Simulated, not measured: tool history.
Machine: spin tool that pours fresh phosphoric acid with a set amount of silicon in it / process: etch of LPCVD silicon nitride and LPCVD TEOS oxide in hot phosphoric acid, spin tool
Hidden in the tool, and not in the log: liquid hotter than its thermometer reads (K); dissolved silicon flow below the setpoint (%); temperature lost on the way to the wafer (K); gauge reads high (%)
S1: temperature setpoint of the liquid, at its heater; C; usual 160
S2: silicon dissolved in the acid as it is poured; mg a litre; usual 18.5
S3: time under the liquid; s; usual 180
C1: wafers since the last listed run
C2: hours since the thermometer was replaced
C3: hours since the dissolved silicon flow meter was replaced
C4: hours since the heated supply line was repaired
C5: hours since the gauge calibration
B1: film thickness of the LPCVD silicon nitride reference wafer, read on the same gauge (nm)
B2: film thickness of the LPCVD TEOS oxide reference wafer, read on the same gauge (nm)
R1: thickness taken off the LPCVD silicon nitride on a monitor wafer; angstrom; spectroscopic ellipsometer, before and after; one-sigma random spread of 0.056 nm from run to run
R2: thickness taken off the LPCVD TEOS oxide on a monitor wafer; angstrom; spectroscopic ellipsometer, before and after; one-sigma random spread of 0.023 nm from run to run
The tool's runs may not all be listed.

Run 1, hour 0: usual settings; C1 0; C2 149.1; C3 466.7; C4 1338.7; C5 1620.8; B1 50.02; B2 69.961. Result: R1 158.9 angstrom, R2 4.42 angstrom.
Run 2, hour 59.5: usual settings; C1 377; C2 208.6; C3 526.2; C4 1398.2; C5 1680.3; B1 50.01; B2 69.983. Result: R1 158.7 angstrom, R2 4.83 angstrom.
Run 3, hour 112.6: usual settings; C1 336; C2 261.7; C3 579.3; C4 1451.3; C5 1733.4; B1 50.05; B2 69.996. Result: R1 158 angstrom, R2 4.79 angstrom.
At hour 121.3: dissolved silicon flow meter replaced.
Run 4, hour 137.1: usual settings but S1 159 C, S2 5 mg a litre, S3 110 s; C1 149; C2 286.2; C3 15.8; C4 1475.8; C5 1757.9; B1 49.97; B2 69.999. Result: R1 94 angstrom, R2 3.52 angstrom.
At hour 146.4: gauge calibrated.
Run 5, hour 187.9: usual settings but S1 161 C, S3 250 s; C1 322; C2 337; C3 66.6; C4 1526.6; C5 41.5; B1 50.01; B2 69.994. Result: R1 227.9 angstrom, R2 7.29 angstrom.
Run 6, hour 219.6: usual settings but S1 158.5 C, S2 27 mg a litre, S3 270 s; C1 201; C2 368.7; C3 98.3; C4 1558.3; C5 73.2; B1 50.02; B2 70.012. Result: R1 226.2 angstrom, R2 4.7 angstrom.
Run 7, hour 287.1: usual settings but S1 158 C; C1 428; C2 436.2; C3 165.8; C4 1625.8; C5 140.7; B1 50.02; B2 70.007. Result: R1 147.7 angstrom, R2 4.02 angstrom.
Run 8, hour 325.5: usual settings; C1 243; C2 474.6; C3 204.2; C4 1664.2; C5 179.1; B1 50.01; B2 69.994. Result: R1 158.5 angstrom, R2 5.06 angstrom.
Run 9, hour 361.4: usual settings but S1 158.5 C, S2 9 mg a litre, S3 115 s; C1 227; C2 510.5; C3 240.1; C4 1700.1; C5 215; B1 50.01; B2 69.999. Result: R1 96.1 angstrom, R2 3.4 angstrom.
Run 10, hour 411.2: usual settings; C1 316; C2 560.3; C3 289.9; C4 1749.9; C5 264.8; B1 50; B2 69.997. Result: R1 158.4 angstrom, R2 4.28 angstrom.
Run 11, hour 465.2: usual settings but S2 24.5 mg a litre; C1 342; C2 614.3; C3 343.9; C4 1803.9; C5 318.8; B1 50.04; B2 69.985. Result: R1 157.9 angstrom, R2 4.05 angstrom.
At hour 508.5: heated supply line repaired.
Run 12, hour 511.6: usual settings but S1 163 C, S2 4.5 mg a litre, S3 95 s; C1 288; C2 660.7; C3 390.3; C4 3.1; C5 365.2; B1 49.99; B2 69.998. Result: R1 92.4 angstrom, R2 4.28 angstrom.
Run 13, hour 558.1: usual settings; C1 295; C2 707.2; C3 436.8; C4 49.6; C5 411.7; B1 49.99; B2 70.031. Result: R1 158.1 angstrom, R2 4.84 angstrom.
At hour 597: dissolved silicon flow meter replaced.
Run 14, hour 607.6: usual settings but S1 158.5 C, S2 8 mg a litre, S3 240 s; C1 307; C2 756.7; C3 10.6; C4 99.1; C5 461.2; B1 49.98; B2 69.989. Result: R1 201.2 angstrom, R2 7.63 angstrom.
Run 15, hour 631.9: usual settings but S1 161.5 C, S2 25.5 mg a litre; C1 154; C2 781; C3 34.9; C4 123.4; C5 485.5; B1 49.98; B2 69.979. Result: R1 166.5 angstrom, R2 4.3 angstrom.
Run 16, hour 676: usual settings; C1 279; C2 825.1; C3 79; C4 167.5; C5 529.6; B1 50.04; B2 69.985. Result: R1 158.4 angstrom, R2 4.47 angstrom.
Run 17, hour 737: usual settings but S1 162 C, S2 28.5 mg a litre, S3 80 s; C1 387; C2 886.1; C3 140; C4 228.5; C5 590.6; B1 50; B2 69.996. Result: R1 75.2 angstrom, R2 1.79 angstrom.
Run 18, hour 773.1: usual settings but S3 250 s; C1 229; C2 922.2; C3 176.1; C4 264.6; C5 626.7; B1 49.97; B2 69.992. Result: R1 220 angstrom, R2 6.2 angstrom.
Run 19, hour 813.9: usual settings but S3 100 s; C1 258; C2 963; C3 216.9; C4 305.4; C5 667.5; B1 50; B2 70.017. Result: R1 87.9 angstrom, R2 2.92 angstrom.
Run 20, hour 878: usual settings but S1 161.5 C, S2 25.5 mg a litre; C1 406; C2 1027.1; C3 281; C4 369.5; C5 731.6; B1 50.04; B2 69.99. Result: R1 168.1 angstrom, R2 4.21 angstrom.
Run 21, hour 948: usual settings but S2 33.5 mg a litre, S3 240 s; C1 444; C2 1097.1; C3 351; C4 439.5; C5 801.6; B1 49.99; B2 70. Result: R1 210.6 angstrom, R2 3.79 angstrom.
Run 22, hour 1019.3: usual settings but S1 158 C, S2 3.5 mg a litre, S3 280 s; C1 452; C2 1168.4; C3 422.3; C4 510.8; C5 872.9; B1 50.01; B2 70.003. Result: R1 230.6 angstrom, R2 9.1 angstrom.

The tool's hidden state at each run:
liquid hotter than its thermometer reads (K): 0 on each run
dissolved silicon flow below the setpoint (%): 0 on each run
temperature lost on the way to the wafer (K): 0 on each run
gauge reads high (%): 0 on each run
